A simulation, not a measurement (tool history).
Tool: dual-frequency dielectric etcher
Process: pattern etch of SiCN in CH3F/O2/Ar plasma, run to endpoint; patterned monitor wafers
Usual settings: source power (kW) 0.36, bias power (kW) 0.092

| run | hour | source power (kW) | bias power (kW) | wafers since the last listed run | hours since the last wet clean | hours since the last source power generator calibration | hours since the last bias power generator calibration | hours since the last upper electrode change | incoming incoming film thickness, nm | endpoint time (s) |
|---|---|---|---|---|---|---|---|---|---|---|
| 1 | 0 | 0.36 | 0.092 | 0 | 93.7 | 2890.6 | 2099.4 | 4996.3 | 7.43 | 17 |
| 2 | 32.6 | 0.38 | 0.087 | 338 | 126.3 | 2923.2 | 2132 | 5028.9 | 7.45 | 16.9 |
| 3 | 53.8 | 0.38 | 0.087 | 219 | 147.5 | 2944.4 | 2153.2 | 5050.1 | 7.4 | 16.8 |
| 4 | 67.4 | 0.36 | 0.092 | 141 | 161.1 | 2958 | 2166.8 | 5063.7 | 7.41 | 16.7 |
| 5 | 93.4 | 0.36 | 0.08 | 269 | 187.1 | 2984 | 2192.8 | 5089.7 | 7.39 | 17.6 |
| 6 | 109.2 | 0.36 | 0.086 | 163 | 202.9 | 2999.8 | 2208.6 | 5105.5 | 7.38 | 17 |
|  | 143.3 | upper electrode replaced |
| 7 | 143.8 | 0.36 | 0.098 | 109 | 237.5 | 3034.4 | 2243.2 | 0.5 | 7.41 | 16.4 |
| 8 | 154.6 | 0.36 | 0.098 | 112 | 248.3 | 3045.2 | 2254 | 11.3 | 7.45 | 16.5 |
| 9 | 179.5 | 0.36 | 0.092 | 258 | 273.2 | 3070.1 | 2278.9 | 36.2 | 7.39 | 16.5 |
| 10 | 198.5 | 0.36 | 0.092 | 197 | 292.2 | 3089.1 | 2297.9 | 55.2 | 7.3 | 16.5 |
| 11 | 218.1 | 0.36 | 0.092 | 203 | 311.8 | 3108.7 | 2317.5 | 74.8 | 7.46 | 16.7 |
|  | 238.8 | source power generator calibrated |
| 12 | 254 | 0.43 | 0.079 | 330 | 347.7 | 15.2 | 2353.4 | 110.7 | 7.33 | 15.9 |
|  | 269.6 | bias power generator calibrated |
| 13 | 273.5 | 0.33 | 0.103 | 160 | 367.2 | 34.7 | 3.9 | 130.2 | 7.43 | 16.7 |
| 14 | 291 | 0.42 | 0.11 | 181 | 384.7 | 52.2 | 21.4 | 147.7 | 7.42 | 14.4 |
| 15 | 312.1 | 0.29 | 0.103 | 218 | 405.8 | 73.3 | 42.5 | 168.8 | 7.45 | 17.6 |
|  | 337.6 | wet clean of the chamber |
| 16 | 338.1 | 0.44 | 0.092 | 20 | 0.5 | 99.3 | 68.5 | 194.8 | 7.37 | 16 |
| 17 | 358.1 | 0.33 | 0.111 | 207 | 20.5 | 119.3 | 88.5 | 214.8 | 7.32 | 16.4 |
| 18 | 378.8 | 0.34 | 0.113 | 214 | 41.2 | 140 | 109.2 | 235.5 | 7.38 | 16.5 |
| 19 | 408.6 | 0.36 | 0.092 | 309 | 71 | 169.8 | 139 | 265.3 | 7.4 | 16.9 |
| 20 | 430.4 | 0.36 | 0.092 | 226 | 92.8 | 191.6 | 160.8 | 287.1 | 7.38 | 17.1 |

3 ways to go on from here, each from the tool as it stands after run 20. What would each give?
| A | 430.8 | 0.33 | 0.092 | 4 | 93.2 | 192 | 161.2 | 287.5 | 7.47 | ? |
| B | 430.8 | 0.4 | 0.079 | 4 | 93.2 | 192 | 161.2 | 287.5 | 7.47 | ? |
| C | 430.8 | 0.42 | 0.103 | 4 | 93.2 | 192 | 161.2 | 287.5 | 7.47 | ? |

| run | endpoint time (s) |
|---|---|
| A | 17.7 |
| B | 17.1 |
| C | 15.4 |
Without the tool's hidden state the same runs would have given:
| run | endpoint time (s) |
|---|---|
| A | 17.9 |
| B | 17.3 |
| C | 15.6 |
